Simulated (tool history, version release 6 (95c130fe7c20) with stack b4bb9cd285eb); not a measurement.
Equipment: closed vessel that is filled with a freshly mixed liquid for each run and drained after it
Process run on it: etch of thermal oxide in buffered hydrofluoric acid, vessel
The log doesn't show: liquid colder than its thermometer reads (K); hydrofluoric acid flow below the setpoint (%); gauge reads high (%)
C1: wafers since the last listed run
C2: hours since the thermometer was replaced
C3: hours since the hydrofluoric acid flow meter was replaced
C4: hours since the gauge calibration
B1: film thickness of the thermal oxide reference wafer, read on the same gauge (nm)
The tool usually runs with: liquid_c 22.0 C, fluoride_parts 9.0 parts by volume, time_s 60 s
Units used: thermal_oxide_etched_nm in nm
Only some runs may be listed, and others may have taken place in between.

{"run": 1, "hour": 0.0, "liquid_c": 22.0, "fluoride_parts": 10.5, "time_s": 30, "C1": 0, "C2": 2288.8, "C3": 614.9, "C4": 1781.9, "B1": 80.02, "thermal_oxide_etched_nm": 29.94}
{"run": 2, "hour": 44.4, "liquid_c": 22.0, "fluoride_parts": 10.5, "time_s": 30, "C1": 4724, "C2": 2333.2, "C3": 659.3, "C4": 1826.3, "B1": 80.01, "thermal_oxide_etched_nm": 29.19}
{"run": 3, "hour": 92.4, "liquid_c": 22.0, "fluoride_parts": 10.5, "time_s": 30, "C1": 5107, "C2": 2381.2, "C3": 707.3, "C4": 1874.3, "B1": 79.95, "thermal_oxide_etched_nm": 29.4}
{"run": 4, "hour": 145.9, "liquid_c": 22.0, "fluoride_parts": 9.0, "time_s": 70, "C1": 5693, "C2": 2434.7, "C3": 760.8, "C4": 1927.8, "B1": 79.98, "thermal_oxide_etched_nm": 80.48}
{"run": 5, "hour": 193.0, "liquid_c": 22.0, "fluoride_parts": 9.0, "time_s": 70, "C1": 5012, "C2": 2481.8, "C3": 807.9, "C4": 1974.9, "B1": 80.03, "thermal_oxide_etched_nm": 77.88}
{"run": 6, "hour": 245.1, "liquid_c": 22.0, "fluoride_parts": 9.0, "time_s": 70, "C1": 5544, "C2": 2533.9, "C3": 860.0, "C4": 2027.0, "B1": 80.0, "thermal_oxide_etched_nm": 78.64}
{"hour": 324.7, "done": "hydrofluoric acid flow meter replaced"}
{"run": 7, "hour": 433.8, "liquid_c": 22.0, "fluoride_parts": 9.0, "time_s": 60, "C1": 19973, "C2": 2722.6, "C3": 109.1, "C4": 2215.7, "B1": 80.02, "thermal_oxide_etched_nm": 70.95}
{"run": 8, "hour": 521.9, "liquid_c": 22.0, "fluoride_parts": 9.0, "time_s": 60, "C1": 9375, "C2": 2810.7, "C3": 197.2, "C4": 2303.8, "B1": 80.02, "thermal_oxide_etched_nm": 70.68}
{"run": 9, "hour": 623.4, "liquid_c": 22.0, "fluoride_parts": 9.0, "time_s": 60, "C1": 10800, "C2": 2912.2, "C3": 298.7, "C4": 2405.3, "B1": 80.02, "thermal_oxide_etched_nm": 69.67}
{"run": 10, "hour": 701.1, "liquid_c": 22.0, "fluoride_parts": 9.0, "time_s": 60, "C1": 8268, "C2": 2989.9, "C3": 376.4, "C4": 2483.0, "B1": 80.03, "thermal_oxide_etched_nm": 69.77}
{"run": 11, "hour": 742.9, "liquid_c": 19.5, "fluoride_parts": 9.0, "time_s": 30, "C1": 4448, "C2": 3031.7, "C3": 418.2, "C4": 2524.8, "B1": 80.03, "thermal_oxide_etched_nm": 30.14}
{"hour": 760.6, "done": "gauge calibrated"}
{"run": 12, "hour": 803.5, "liquid_c": 19.5, "fluoride_parts": 9.0, "time_s": 30, "C1": 6448, "C2": 3092.3, "C3": 478.8, "C4": 42.9, "B1": 79.98, "thermal_oxide_etched_nm": 30.14}
{"run": 13, "hour": 857.9, "liquid_c": 24.5, "fluoride_parts": 9.0, "time_s": 60, "C1": 5788, "C2": 3146.7, "C3": 533.2, "C4": 97.3, "B1": 79.98, "thermal_oxide_etched_nm": 79.47}
{"run": 14, "hour": 919.1, "liquid_c": 19.5, "fluoride_parts": 9.0, "time_s": 30, "C1": 6512, "C2": 3207.9, "C3": 594.4, "C4": 158.5, "B1": 79.97, "thermal_oxide_etched_nm": 29.44}
{"run": 15, "hour": 957.6, "liquid_c": 19.5, "fluoride_parts": 9.0, "time_s": 30, "C1": 4096, "C2": 3246.4, "C3": 632.9, "C4": 197.0, "B1": 80.02, "thermal_oxide_etched_nm": 29.41}
{"run": 16, "hour": 1024.8, "liquid_c": 25.0, "fluoride_parts": 9.0, "time_s": 60, "C1": 7150, "C2": 3313.6, "C3": 700.1, "C4": 264.2, "B1": 80.0, "thermal_oxide_etched_nm": 81.09}
{"hour": 1057.5, "done": "thermometer replaced"}
{"run": 17, "hour": 1080.1, "liquid_c": 26.0, "fluoride_parts": 9.0, "time_s": 60, "C1": 5778, "C2": 22.6, "C3": 755.4, "C4": 319.5, "B1": 79.97, "thermal_oxide_etched_nm": 84.36}
{"run": 18, "hour": 1153.3, "liquid_c": 22.0, "fluoride_parts": 9.0, "time_s": 85, "C1": 7789, "C2": 95.8, "C3": 828.6, "C4": 392.7, "B1": 80.03, "thermal_oxide_etched_nm": 95.34}
{"run": 19, "hour": 1190.2, "liquid_c": 20.0, "fluoride_parts": 6.0, "time_s": 45, "C1": 3926, "C2": 132.7, "C3": 865.5, "C4": 429.6, "B1": 79.99, "thermal_oxide_etched_nm": 66.17}
{"hour": 1282.7, "done": "hydrofluoric acid flow meter replaced"}
{"run": 20, "hour": 1289.6, "liquid_c": 24.5, "fluoride_parts": 5.5, "time_s": 60, "C1": 10471, "C2": 232.1, "C3": 6.9, "C4": 529.0, "B1": 80.0, "thermal_oxide_etched_nm": 132.88}
{"run": 21, "hour": 1379.0, "liquid_c": 22.0, "fluoride_parts": 9.0, "time_s": 60, "C1": 9513, "C2": 321.5, "C3": 96.3, "C4": 618.4, "B1": 80.0, "thermal_oxide_etched_nm": 71.34}
{"run": 22, "hour": 1471.2, "liquid_c": 22.0, "fluoride_parts": 9.0, "time_s": 60, "C1": 9811, "C2": 413.7, "C3": 188.5, "C4": 710.6, "B1": 80.01, "thermal_oxide_etched_nm": 69.82}
{"run": 23, "hour": 1567.8, "liquid_c": 22.0, "fluoride_parts": 9.0, "time_s": 50, "C1": 10279, "C2": 510.3, "C3": 285.1, "C4": 807.2, "B1": 79.97, "thermal_oxide_etched_nm": 58.73}
{"run": 24, "hour": 1615.4, "liquid_c": 19.0, "fluoride_parts": 9.0, "time_s": 85, "C1": 5065, "C2": 557.9, "C3": 332.7, "C4": 854.8, "B1": 79.98, "thermal_oxide_etched_nm": 82.88}
{"run": 25, "hour": 1718.2, "liquid_c": 19.0, "fluoride_parts": 11.5, "time_s": 95, "C1": 10939, "C2": 660.7, "C3": 435.5, "C4": 957.6, "B1": 80.03, "thermal_oxide_etched_nm": 74.79}
{"run": 26, "hour": 1805.5, "liquid_c": 25.5, "fluoride_parts": 10.0, "time_s": 60, "C1": 9289, "C2": 748.0, "C3": 522.8, "C4": 1044.9, "B1": 79.97, "thermal_oxide_etched_nm": 76.49}
{"run": 27, "hour": 1887.8, "liquid_c": 22.0, "fluoride_parts": 9.0, "time_s": 30, "C1": 8757, "C2": 830.3, "C3": 605.1, "C4": 1127.2, "B1": 80.0, "thermal_oxide_etched_nm": 33.96}
{"run": 28, "hour": 1943.5, "liquid_c": 22.0, "fluoride_parts": 9.0, "time_s": 60, "C1": 5927, "C2": 886.0, "C3": 660.8, "C4": 1182.9, "B1": 80.03, "thermal_oxide_etched_nm": 66.98}
{"run": 29, "hour": 1979.6, "liquid_c": 20.0, "fluoride_parts": 6.0, "time_s": 45, "C1": 3841, "C2": 922.1, "C3": 696.9, "C4": 1219.0, "B1": 80.06, "thermal_oxide_etched_nm": 66.99}
{"run": 30, "hour": 2082.1, "liquid_c": 20.5, "fluoride_parts": 8.0, "time_s": 35, "C1": 10907, "C2": 1024.6, "C3": 799.4, "C4": 1321.5, "B1": 80.01, "thermal_oxide_etched_nm": 39.33}
{"run": 31, "hour": 2159.3, "liquid_c": 22.0, "fluoride_parts": 9.0, "time_s": 60, "C1": 8215, "C2": 1101.8, "C3": 876.6, "C4": 1398.7, "B1": 80.02, "thermal_oxide_etched_nm": 66.39}
{"run": 32, "hour": 2370.4, "liquid_c": 20.0, "fluoride_parts": 11.0, "time_s": 35, "C1": 22463, "C2": 1312.9, "C3": 1087.7, "C4": 1609.8, "B1": 80.05, "thermal_oxide_etched_nm": 28.12}
{"run": 33, "hour": 2407.0, "liquid_c": 22.0, "fluoride_parts": 11.5, "time_s": 60, "C1": 3894, "C2": 1349.5, "C3": 1124.3, "C4": 1646.4, "B1": 79.97, "thermal_oxide_etched_nm": 50.48}

4 ways to go on from here, each from the tool as it stands after run 33. What would each give?
{"run": "A", "hour": 2407.7, "liquid_c": 22.0, "fluoride_parts": 9.0, "time_s": 35, "C1": 74, "C2": 1350.2, "C3": 1125.0, "C4": 1647.1, "B1": "?", "thermal_oxide_etched_nm": "?"}
{"run": "B", "hour": 2407.7, "liquid_c": 22.0, "fluoride_parts": 11.5, "time_s": 90, "C1": 74, "C2": 1350.2, "C3": 1125.0, "C4": 1647.1, "B1": "?", "thermal_oxide_etched_nm": "?"}
{"run": "C", "hour": 2407.7, "liquid_c": 20.0, "fluoride_parts": 7.5, "time_s": 70, "C1": 74, "C2": 1350.2, "C3": 1125.0, "C4": 1647.1, "B1": "?", "thermal_oxide_etched_nm": "?"}
{"run": "D", "hour": 2407.7, "liquid_c": 20.0, "fluoride_parts": 7.5, "time_s": 40, "C1": 74, "C2": 1350.2, "C3": 1125.0, "C4": 1647.1, "B1": "?", "thermal_oxide_etched_nm": "?"}

run=A B1=80.04 thermal_oxide_etched_nm=38.15
run=B B1=80.04 thermal_oxide_etched_nm=77.22
run=C B1=80.04 thermal_oxide_etched_nm=79.06
run=D B1=80.04 thermal_oxide_etched_nm=45.18
Stripped of hidden state, with their random variation kept, the same runs would have yielded:
run=A thermal_oxide_etched_nm=41.94
run=B thermal_oxide_etched_nm=88.07
run=C thermal_oxide_etched_nm=91.45
run=D thermal_oxide_etched_nm=52.26
